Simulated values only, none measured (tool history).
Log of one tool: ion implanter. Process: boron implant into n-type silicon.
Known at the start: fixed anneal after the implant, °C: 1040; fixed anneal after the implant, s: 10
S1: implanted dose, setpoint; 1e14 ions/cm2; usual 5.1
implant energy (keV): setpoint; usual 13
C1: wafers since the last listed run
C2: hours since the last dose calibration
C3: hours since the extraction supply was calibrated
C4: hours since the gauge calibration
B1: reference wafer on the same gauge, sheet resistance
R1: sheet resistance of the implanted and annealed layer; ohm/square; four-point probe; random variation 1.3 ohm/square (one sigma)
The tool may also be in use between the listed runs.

{"run": 1, "hour": 0.0, "S1": 4.63, "implant energy (keV)": 10.5, "C1": 0, "C2": 173.9, "C3": 3098.6, "C4": 2262.2, "B1": 255.46, "R1": 256.22}
{"run": 2, "hour": 92.7, "S1": 4.12, "implant energy (keV)": 13, "C1": 1968, "C2": 266.6, "C3": 3191.3, "C4": 2354.9, "B1": 256.12, "R1": 272.47}
{"run": 3, "hour": 267.6, "S1": 4.12, "implant energy (keV)": 13, "C1": 3714, "C2": 441.5, "C3": 3366.2, "C4": 2529.8, "B1": 255.98, "R1": 277.01}
{"run": 4, "hour": 369.1, "S1": 4.12, "implant energy (keV)": 13, "C1": 2155, "C2": 543, "C3": 3467.7, "C4": 2631.3, "B1": 256.25, "R1": 278.92}
{"hour": 421.9, "done": "extraction supply calibrated"}
{"run": 5, "hour": 438.2, "S1": 5.1, "implant energy (keV)": 13, "C1": 1297, "C2": 612.1, "C3": 16.3, "C4": 2700.4, "B1": 256.11, "R1": 235.14}
{"run": 6, "hour": 511.0, "S1": 5.1, "implant energy (keV)": 13, "C1": 1546, "C2": 684.9, "C3": 89.1, "C4": 2773.2, "B1": 256.16, "R1": 233.98}
{"run": 7, "hour": 601.0, "S1": 5.1, "implant energy (keV)": 13, "C1": 1911, "C2": 774.9, "C3": 179.1, "C4": 2863.2, "B1": 255.89, "R1": 234.17}
{"run": 8, "hour": 701.1, "S1": 5.5, "implant energy (keV)": 15, "C1": 2125, "C2": 875, "C3": 279.2, "C4": 2963.3, "B1": 256.08, "R1": 218.36}
{"hour": 751.8, "done": "Faraday cup replaced and dose calibrated"}
{"run": 9, "hour": 759.4, "S1": 5.1, "implant energy (keV)": 16, "C1": 1068, "C2": 7.6, "C3": 337.5, "C4": 3021.6, "B1": 255.64, "R1": 222.08}
{"run": 10, "hour": 811.6, "S1": 5.1, "implant energy (keV)": 16, "C1": 1108, "C2": 59.8, "C3": 389.7, "C4": 3073.8, "B1": 255.6, "R1": 221.87}
{"run": 11, "hour": 855.5, "S1": 5.1, "implant energy (keV)": 16, "C1": 932, "C2": 103.7, "C3": 433.6, "C4": 3117.7, "B1": 256.3, "R1": 220.4}
{"run": 12, "hour": 907.3, "S1": 5.1, "implant energy (keV)": 13, "C1": 1100, "C2": 155.5, "C3": 485.4, "C4": 3169.5, "B1": 255.83, "R1": 227.83}
{"run": 13, "hour": 965.1, "S1": 6.59, "implant energy (keV)": 16.5, "C1": 1227, "C2": 213.3, "C3": 543.2, "C4": 3227.3, "B1": 256.25, "R1": 178.68}
{"run": 14, "hour": 1037.9, "S1": 4.65, "implant energy (keV)": 11.5, "C1": 1546, "C2": 286.1, "C3": 616, "C4": 3300.1, "B1": 255.7, "R1": 250.51}
{"run": 15, "hour": 1110.5, "S1": 6.02, "implant energy (keV)": 9.5, "C1": 1541, "C2": 358.7, "C3": 688.6, "C4": 3372.7, "B1": 256.08, "R1": 204.1}
{"run": 16, "hour": 1212.0, "S1": 6.35, "implant energy (keV)": 11.5, "C1": 2155, "C2": 460.2, "C3": 790.1, "C4": 3474.2, "B1": 255.83, "R1": 192.55}
{"run": 17, "hour": 1275.3, "S1": 6.15, "implant energy (keV)": 10, "C1": 1344, "C2": 523.5, "C3": 853.4, "C4": 3537.5, "B1": 255.35, "R1": 203.09}
{"run": 18, "hour": 1373.5, "S1": 6.1, "implant energy (keV)": 15, "C1": 2085, "C2": 621.7, "C3": 951.6, "C4": 3635.7, "B1": 256.21, "R1": 197.45}
{"run": 19, "hour": 1476.1, "S1": 4.5, "implant energy (keV)": 11, "C1": 2179, "C2": 724.3, "C3": 1054.2, "C4": 3738.3, "B1": 256.5, "R1": 262.8}
{"run": 20, "hour": 1553.3, "S1": 5.51, "implant energy (keV)": 16, "C1": 1639, "C2": 801.5, "C3": 1131.4, "C4": 3815.5, "B1": 255.76, "R1": 212.87}
{"hour": 1651.9, "done": "Faraday cup replaced and dose calibrated"}
{"run": 21, "hour": 1652.5, "S1": 4.44, "implant energy (keV)": 13, "C1": 1936, "C2": 0.6, "C3": 1230.6, "C4": 3914.7, "B1": 256.33, "R1": 252.62}
{"run": 22, "hour": 1711.5, "S1": 4.36, "implant energy (keV)": 16.5, "C1": 1253, "C2": 59.6, "C3": 1289.6, "C4": 3973.7, "B1": 255.76, "R1": 251.63}
{"run": 23, "hour": 1816.3, "S1": 6.03, "implant energy (keV)": 8.5, "C1": 2225, "C2": 164.4, "C3": 1394.4, "C4": 4078.5, "B1": 255.96, "R1": 203.57}
{"hour": 1883.3, "done": "gauge calibrated"}
{"run": 24, "hour": 1919.0, "S1": 5.1, "implant energy (keV)": 15, "C1": 2181, "C2": 267.1, "C3": 1497.1, "C4": 35.7, "B1": 255.53, "R1": 225.11}
{"run": 25, "hour": 2013.3, "S1": 6.5, "implant energy (keV)": 11.5, "C1": 2002, "C2": 361.4, "C3": 1591.4, "C4": 130, "B1": 255.4, "R1": 188.63}
{"run": 26, "hour": 2111.7, "S1": 4.37, "implant energy (keV)": 13, "C1": 2089, "C2": 459.8, "C3": 1689.8, "C4": 228.4, "B1": 256.03, "R1": 260.46}
{"run": 27, "hour": 2176.7, "S1": 5.1, "implant energy (keV)": 13, "C1": 1380, "C2": 524.8, "C3": 1754.8, "C4": 293.4, "B1": 255.53, "R1": 230.02}
{"run": 28, "hour": 2262.9, "S1": 4.05, "implant energy (keV)": 17, "C1": 1830, "C2": 611, "C3": 1841, "C4": 379.6, "B1": 255.84, "R1": 269.55}
{"run": 29, "hour": 2303.5, "S1": 5.1, "implant energy (keV)": 13, "C1": 862, "C2": 651.6, "C3": 1881.6, "C4": 420.2, "B1": 256.38, "R1": 232.21}
{"run": 30, "hour": 2403.4, "S1": 4.3, "implant energy (keV)": 15.5, "C1": 2121, "C2": 751.5, "C3": 1981.5, "C4": 520.1, "B1": 256.22, "R1": 264.75}
{"run": 31, "hour": 2475.9, "S1": 5.1, "implant energy (keV)": 13, "C1": 1539, "C2": 824, "C3": 2054, "C4": 592.6, "B1": 255.32, "R1": 232.3}
{"run": 32, "hour": 2549.0, "S1": 4.12, "implant energy (keV)": 13, "C1": 1552, "C2": 897.1, "C3": 2127.1, "C4": 665.7, "B1": 256.18, "R1": 281.7}
{"run": 33, "hour": 2641.2, "S1": 5.69, "implant energy (keV)": 9.5, "C1": 1958, "C2": 989.3, "C3": 2219.3, "C4": 757.9, "B1": 256.2, "R1": 220.83}
{"hour": 2679.3, "done": "Faraday cup replaced and dose calibrated"}
{"run": 34, "hour": 2698.2, "S1": 5.1, "implant energy (keV)": 9.5, "C1": 1040, "C2": 18.9, "C3": 2276.3, "C4": 814.9, "B1": 255.72, "R1": 232.71}
{"run": 35, "hour": 2788.3, "S1": 5.9, "implant energy (keV)": 9.5, "C1": 1913, "C2": 109, "C3": 2366.4, "C4": 905, "B1": 255.67, "R1": 205.61}
{"run": 36, "hour": 2870.8, "S1": 4, "implant energy (keV)": 11.5, "C1": 1752, "C2": 191.5, "C3": 2448.9, "C4": 987.5, "B1": 255.75, "R1": 281.81}

The same runs without the tool's hidden state, with the same run-to-run variation:
The hidden state here: deviation of the true dose from the Faraday cup's reading, %; deviation of the true energy from its setpoint, %; gauge reads high (%).
run=1 R1=253.4
run=2 R1=268.45
run=3 R1=270.84
run=4 R1=271.49
run=5 R1=228.05
run=6 R1=226.18
run=7 R1=225.44
run=8 R1=209.21
run=9 R1=223.32
run=10 R1=222.6
run=11 R1=220.7
run=12 R1=227.64
run=13 R1=178.05
run=14 R1=248.87
run=15 R1=202.08
run=16 R1=189.75
run=17 R1=199.59
run=18 R1=193.14
run=19 R1=256.03
run=20 R1=206.64
run=21 R1=254.18
run=22 R1=252.53
run=23 R1=203.38
run=24 R1=223.9
run=25 R1=186.78
run=26 R1=256.9
run=27 R1=226.18
run=28 R1=264.21
run=29 R1=227.05
run=30 R1=257.88
run=31 R1=225.39
run=32 R1=272.57
run=33 R1=212.54
run=34 R1=232.51
run=35 R1=204.62
run=36 R1=279.47
